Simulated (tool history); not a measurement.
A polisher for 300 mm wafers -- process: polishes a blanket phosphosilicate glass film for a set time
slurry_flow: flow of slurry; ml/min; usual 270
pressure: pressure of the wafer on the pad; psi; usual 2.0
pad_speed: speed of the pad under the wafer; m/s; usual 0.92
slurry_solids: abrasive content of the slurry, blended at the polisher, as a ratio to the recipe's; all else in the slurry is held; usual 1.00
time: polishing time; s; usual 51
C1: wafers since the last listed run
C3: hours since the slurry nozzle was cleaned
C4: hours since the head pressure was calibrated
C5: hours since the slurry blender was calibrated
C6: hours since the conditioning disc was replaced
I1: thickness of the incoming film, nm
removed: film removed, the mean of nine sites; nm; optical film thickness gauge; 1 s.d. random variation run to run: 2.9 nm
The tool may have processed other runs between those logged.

{"run": 1, "hour": 0.0, "slurry_flow": 270, "pressure": 2.0, "pad_speed": 0.92, "slurry_solids": 1.0, "time": 51, "C1": 0, "wafers polished on this pad": 866, "C3": 256.8, "C4": 912.3, "C5": 248.5, "C6": 274.7, "I1": 2982.6, "removed": 180.0}
{"hour": 9.0, "done": "worn pad replaced by a new one"}
{"run": 2, "hour": 16.4, "slurry_flow": 270, "pressure": 2.0, "pad_speed": 0.92, "slurry_solids": 1.0, "time": 51, "C1": 121, "wafers polished on this pad": 72, "C3": 273.2, "C4": 928.7, "C5": 264.9, "C6": 291.1, "I1": 2977.4, "removed": 181.7}
{"run": 3, "hour": 34.1, "slurry_flow": 270, "pressure": 2.0, "pad_speed": 1.1, "slurry_solids": 1.0, "time": 51, "C1": 173, "wafers polished on this pad": 246, "C3": 290.9, "C4": 946.4, "C5": 282.6, "C6": 308.8, "I1": 3005.1, "removed": 201.6}
{"run": 4, "hour": 47.2, "slurry_flow": 270, "pressure": 2.0, "pad_speed": 1.1, "slurry_solids": 1.0, "time": 51, "C1": 128, "wafers polished on this pad": 375, "C3": 304.0, "C4": 959.5, "C5": 295.7, "C6": 321.9, "I1": 3023.5, "removed": 199.1}
{"run": 5, "hour": 73.5, "slurry_flow": 270, "pressure": 2.0, "pad_speed": 0.92, "slurry_solids": 1.0, "time": 51, "C1": 258, "wafers polished on this pad": 633, "C3": 330.3, "C4": 985.8, "C5": 322.0, "C6": 348.2, "I1": 2951.3, "removed": 180.8}
{"run": 6, "hour": 108.1, "slurry_flow": 270, "pressure": 2.0, "pad_speed": 0.92, "slurry_solids": 1.15, "time": 51, "C1": 339, "wafers polished on this pad": 973, "C3": 364.9, "C4": 1020.4, "C5": 356.6, "C6": 382.8, "I1": 2986.6, "removed": 189.6}
{"hour": 128.1, "done": "worn pad replaced by a new one"}
{"run": 7, "hour": 141.6, "slurry_flow": 270, "pressure": 2.0, "pad_speed": 0.92, "slurry_solids": 1.15, "time": 51, "C1": 289, "wafers polished on this pad": 133, "C3": 398.4, "C4": 1053.9, "C5": 390.1, "C6": 416.3, "I1": 3000.5, "removed": 187.5}
{"run": 8, "hour": 173.3, "slurry_flow": 270, "pressure": 2.0, "pad_speed": 0.92, "slurry_solids": 1.15, "time": 51, "C1": 311, "wafers polished on this pad": 444, "C3": 430.1, "C4": 1085.6, "C5": 421.8, "C6": 448.0, "I1": 2953.1, "removed": 182.8}
{"run": 9, "hour": 185.7, "slurry_flow": 270, "pressure": 2.0, "pad_speed": 1.16, "slurry_solids": 1.0, "time": 51, "C1": 121, "wafers polished on this pad": 566, "C3": 442.5, "C4": 1098.0, "C5": 434.2, "C6": 460.4, "I1": 3008.8, "removed": 199.8}
{"hour": 205.5, "done": "slurry nozzle cleaned"}
{"run": 10, "hour": 206.0, "slurry_flow": 270, "pressure": 2.0, "pad_speed": 1.16, "slurry_solids": 1.0, "time": 51, "C1": 189, "wafers polished on this pad": 755, "C3": 0.5, "C4": 1118.3, "C5": 454.5, "C6": 480.7, "I1": 2981.0, "removed": 199.1}
{"hour": 218.8, "done": "slurry blender recalibrated"}
{"hour": 234.1, "done": "worn pad replaced by a new one"}
{"run": 11, "hour": 234.6, "slurry_flow": 270, "pressure": 2.0, "pad_speed": 1.16, "slurry_solids": 1.0, "time": 51, "C1": 222, "wafers polished on this pad": 5, "C3": 29.1, "C4": 1146.9, "C5": 15.8, "C6": 509.3, "I1": 3015.0, "removed": 198.2}
{"hour": 258.4, "done": "conditioning disc replaced and pad reconditioned"}
{"run": 12, "hour": 265.5, "slurry_flow": 270, "pressure": 2.0, "pad_speed": 0.92, "slurry_solids": 1.0, "time": 51, "C1": 283, "wafers polished on this pad": 289, "C3": 60.0, "C4": 1177.8, "C5": 46.7, "C6": 7.1, "I1": 2986.4, "removed": 199.3}
{"run": 13, "hour": 278.5, "slurry_flow": 270, "pressure": 1.6, "pad_speed": 0.92, "slurry_solids": 1.0, "time": 58, "C1": 127, "wafers polished on this pad": 416, "C3": 73.0, "C4": 1190.8, "C5": 59.7, "C6": 20.1, "I1": 3004.5, "removed": 182.8}
{"run": 14, "hour": 306.1, "slurry_flow": 270, "pressure": 2.0, "pad_speed": 0.92, "slurry_solids": 1.0, "time": 51, "C1": 271, "wafers polished on this pad": 688, "C3": 100.6, "C4": 1218.4, "C5": 87.3, "C6": 47.7, "I1": 2983.3, "removed": 194.7}
{"run": 15, "hour": 333.9, "slurry_flow": 270, "pressure": 2.0, "pad_speed": 0.92, "slurry_solids": 1.0, "time": 51, "C1": 273, "wafers polished on this pad": 961, "C3": 128.4, "C4": 1246.2, "C5": 115.1, "C6": 75.5, "I1": 2988.0, "removed": 193.8}
{"hour": 355.7, "done": "worn pad replaced by a new one"}
{"run": 16, "hour": 359.7, "slurry_flow": 270, "pressure": 2.0, "pad_speed": 0.92, "slurry_solids": 1.0, "time": 51, "C1": 214, "wafers polished on this pad": 39, "C3": 154.2, "C4": 1272.0, "C5": 140.9, "C6": 101.3, "I1": 2982.3, "removed": 187.5}
{"run": 17, "hour": 374.4, "slurry_flow": 330, "pressure": 2.0, "pad_speed": 0.92, "slurry_solids": 0.9, "time": 51, "C1": 144, "wafers polished on this pad": 184, "C3": 168.9, "C4": 1286.7, "C5": 155.6, "C6": 116.0, "I1": 3006.6, "removed": 181.0}

What does the tool deliver on the next run?
{"hour": 387.4, "done": "head pressure recalibrated"}
{"run": 18, "hour": 398.5, "slurry_flow": 270, "pressure": 2.0, "pad_speed": 0.92, "slurry_solids": 0.8, "time": 51, "C1": 217, "wafers polished on this pad": 401, "C3": 193.0, "C4": 11.1, "C5": 179.7, "C6": 140.1, "I1": 3047.9, "removed": "?"}

{"run 18": {"removed": 169.8}}
Without the tool's hidden state the same run would have given removed 199.4 nm.
